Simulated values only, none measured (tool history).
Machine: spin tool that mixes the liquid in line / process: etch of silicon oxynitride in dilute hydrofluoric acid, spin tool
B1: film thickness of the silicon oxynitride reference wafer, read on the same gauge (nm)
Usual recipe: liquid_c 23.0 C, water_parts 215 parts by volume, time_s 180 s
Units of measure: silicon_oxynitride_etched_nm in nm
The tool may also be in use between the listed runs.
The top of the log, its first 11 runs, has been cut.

Run 12, hour 572.5: usual settings but time_s 205 s; B1 120.004. Result: silicon_oxynitride_etched_nm 2.563 nm.
Run 13, hour 600.3: usual settings; B1 119.995. Result: silicon_oxynitride_etched_nm 2.285 nm.
Run 14, hour 646.6: usual settings but liquid_c 20.5 C; B1 119.993. Result: silicon_oxynitride_etched_nm 2.010 nm.
At hour 675.8: hydrofluoric acid flow meter replaced.
Run 15, hour 707.8: usual settings but liquid_c 20.5 C; B1 120.023. Result: silicon_oxynitride_etched_nm 1.998 nm.
Run 16, hour 753.0: usual settings but liquid_c 20.5 C; B1 120.007. Result: silicon_oxynitride_etched_nm 2.013 nm.
Run 17, hour 801.1: usual settings but time_s 100 s; B1 119.998. Result: silicon_oxynitride_etched_nm 1.259 nm.
Run 18, hour 849.0: usual settings; B1 119.986. Result: silicon_oxynitride_etched_nm 2.261 nm.
Run 19, hour 881.6: usual settings but water_parts 115 parts by volume; B1 120.002. Result: silicon_oxynitride_etched_nm 4.626 nm.
Run 20, hour 917.3: usual settings but time_s 135 s; B1 119.995. Result: silicon_oxynitride_etched_nm 1.675 nm.
Run 21, hour 962.9: usual settings but liquid_c 26.5 C; B1 120.016. Result: silicon_oxynitride_etched_nm 2.603 nm.

Forecast run 22:
Run 22, hour 989.5: usual settings but time_s 70 s; B1 ?. Result: silicon_oxynitride_etched_nm ?.

B1: 120.005
silicon_oxynitride_etched_nm: 0.905 nm
With the hidden condition absent and the run-to-run variation left alone, this run would have shown silicon_oxynitride_etched_nm 0.905 nm.

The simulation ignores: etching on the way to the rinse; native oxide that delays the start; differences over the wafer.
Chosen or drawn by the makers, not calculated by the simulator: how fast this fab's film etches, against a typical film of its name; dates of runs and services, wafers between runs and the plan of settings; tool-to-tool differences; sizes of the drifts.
